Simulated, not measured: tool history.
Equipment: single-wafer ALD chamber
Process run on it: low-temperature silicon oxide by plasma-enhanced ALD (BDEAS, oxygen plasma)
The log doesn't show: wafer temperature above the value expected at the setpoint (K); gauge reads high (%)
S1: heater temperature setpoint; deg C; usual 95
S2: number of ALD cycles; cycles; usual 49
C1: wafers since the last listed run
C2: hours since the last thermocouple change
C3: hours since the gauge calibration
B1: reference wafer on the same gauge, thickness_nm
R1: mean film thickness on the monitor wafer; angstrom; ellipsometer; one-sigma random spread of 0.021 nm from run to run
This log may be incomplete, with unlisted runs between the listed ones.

{"run": 1, "hour": 0.0, "S1": 88, "S2": 44, "C1": 0, "C2": 1641.3, "C3": 151.6, "B1": 8.409, "R1": 77.03}
{"run": 2, "hour": 70.9, "S1": 95, "S2": 49, "C1": 312, "C2": 1712.2, "C3": 222.5, "B1": 8.407, "R1": 84.24}
{"run": 3, "hour": 93.6, "S1": 95, "S2": 49, "C1": 99, "C2": 1734.9, "C3": 245.2, "B1": 8.409, "R1": 84.28}
{"run": 4, "hour": 123.5, "S1": 95, "S2": 46, "C1": 131, "C2": 1764.8, "C3": 275.1, "B1": 8.412, "R1": 78.73}
{"run": 5, "hour": 182.4, "S1": 95, "S2": 46, "C1": 259, "C2": 1823.7, "C3": 334, "B1": 8.41, "R1": 78.67}
{"run": 6, "hour": 211.0, "S1": 95, "S2": 46, "C1": 125, "C2": 1852.3, "C3": 362.6, "B1": 8.413, "R1": 78.87}
{"run": 7, "hour": 234.5, "S1": 95, "S2": 49, "C1": 103, "C2": 1875.8, "C3": 386.1, "B1": 8.407, "R1": 83.91}
{"run": 8, "hour": 268.8, "S1": 95, "S2": 49, "C1": 150, "C2": 1910.1, "C3": 420.4, "B1": 8.404, "R1": 83.73}
{"hour": 296.2, "done": "gauge calibrated"}
{"run": 9, "hour": 372.4, "S1": 95, "S2": 49, "C1": 456, "C2": 2013.7, "C3": 76.2, "B1": 8.411, "R1": 83.86}
{"run": 10, "hour": 397.1, "S1": 95, "S2": 49, "C1": 108, "C2": 2038.4, "C3": 100.9, "B1": 8.412, "R1": 83.9}
{"hour": 405.2, "done": "thermocouple changed; heater temperature recalibrated"}
{"run": 11, "hour": 456.8, "S1": 95, "S2": 49, "C1": 227, "C2": 51.6, "C3": 160.6, "B1": 8.407, "R1": 85.63}
{"run": 12, "hour": 491.8, "S1": 95, "S2": 44, "C1": 154, "C2": 86.6, "C3": 195.6, "B1": 8.413, "R1": 76.61}
{"run": 13, "hour": 510.6, "S1": 95, "S2": 49, "C1": 82, "C2": 105.4, "C3": 214.4, "B1": 8.414, "R1": 85.89}
{"run": 14, "hour": 526.7, "S1": 95, "S2": 49, "C1": 70, "C2": 121.5, "C3": 230.5, "B1": 8.404, "R1": 85.5}
{"run": 15, "hour": 552.7, "S1": 104, "S2": 57, "C1": 114, "C2": 147.5, "C3": 256.5, "B1": 8.414, "R1": 97.31}
{"run": 16, "hour": 567.0, "S1": 91, "S2": 56, "C1": 62, "C2": 161.8, "C3": 270.8, "B1": 8.407, "R1": 99.47}
{"run": 17, "hour": 601.4, "S1": 91, "S2": 52, "C1": 151, "C2": 196.2, "C3": 305.2, "B1": 8.408, "R1": 91.8}
{"run": 18, "hour": 618.9, "S1": 102, "S2": 56, "C1": 77, "C2": 213.7, "C3": 322.7, "B1": 8.408, "R1": 95.33}
{"run": 19, "hour": 636.9, "S1": 95, "S2": 40, "C1": 79, "C2": 231.7, "C3": 340.7, "B1": 8.408, "R1": 69.95}
{"run": 20, "hour": 662.3, "S1": 88, "S2": 49, "C1": 111, "C2": 257.1, "C3": 366.1, "B1": 8.414, "R1": 87.3}
{"run": 21, "hour": 678.9, "S1": 95, "S2": 49, "C1": 73, "C2": 273.7, "C3": 382.7, "B1": 8.415, "R1": 85.47}
{"run": 22, "hour": 696.6, "S1": 95, "S2": 49, "C1": 77, "C2": 291.4, "C3": 400.4, "B1": 8.413, "R1": 84.83}
{"run": 23, "hour": 715.3, "S1": 106, "S2": 54, "C1": 82, "C2": 310.1, "C3": 419.1, "B1": 8.411, "R1": 91.12}
{"run": 24, "hour": 739.7, "S1": 95, "S2": 49, "C1": 107, "C2": 334.5, "C3": 443.5, "B1": 8.413, "R1": 85.45}
{"run": 25, "hour": 754.1, "S1": 101, "S2": 59, "C1": 63, "C2": 348.9, "C3": 457.9, "B1": 8.417, "R1": 100.98}
{"hour": 786.7, "done": "gauge calibrated"}
{"run": 26, "hour": 823.5, "S1": 86, "S2": 56, "C1": 305, "C2": 418.3, "C3": 36.8, "B1": 8.412, "R1": 99.86}
{"run": 27, "hour": 850.2, "S1": 110, "S2": 49, "C1": 117, "C2": 445, "C3": 63.5, "B1": 8.41, "R1": 82.82}
{"run": 28, "hour": 887.2, "S1": 95, "S2": 49, "C1": 162, "C2": 482, "C3": 100.5, "B1": 8.409, "R1": 84.99}
{"run": 29, "hour": 908.3, "S1": 95, "S2": 49, "C1": 92, "C2": 503.1, "C3": 121.6, "B1": 8.412, "R1": 85.28}

Hidden state at the last listed run before each entry between runs and at the first one after, where it differs:
Between runs 8 and 9: gauge calibrated (hour 296.2)
  wafer temperature above the value expected at the setpoint (K): 6.09 -> 6.41
  measured value less the no-hidden-state value, R1: -1.56 -> -1.61 angstrom
Between runs 10 and 11: thermocouple changed; heater temperature recalibrated (hour 405.2)
  wafer temperature above the value expected at the setpoint (K): 6.49 -> -0.182
  measured value less the no-hidden-state value, R1: -1.62 -> +0.05 angstrom
Between runs 25 and 26: gauge calibrated (hour 786.7)
  wafer temperature above the value expected at the setpoint (K): 0.76 -> 0.98
  measured value less the no-hidden-state value, R1: -0.13 -> -0.3 angstrom
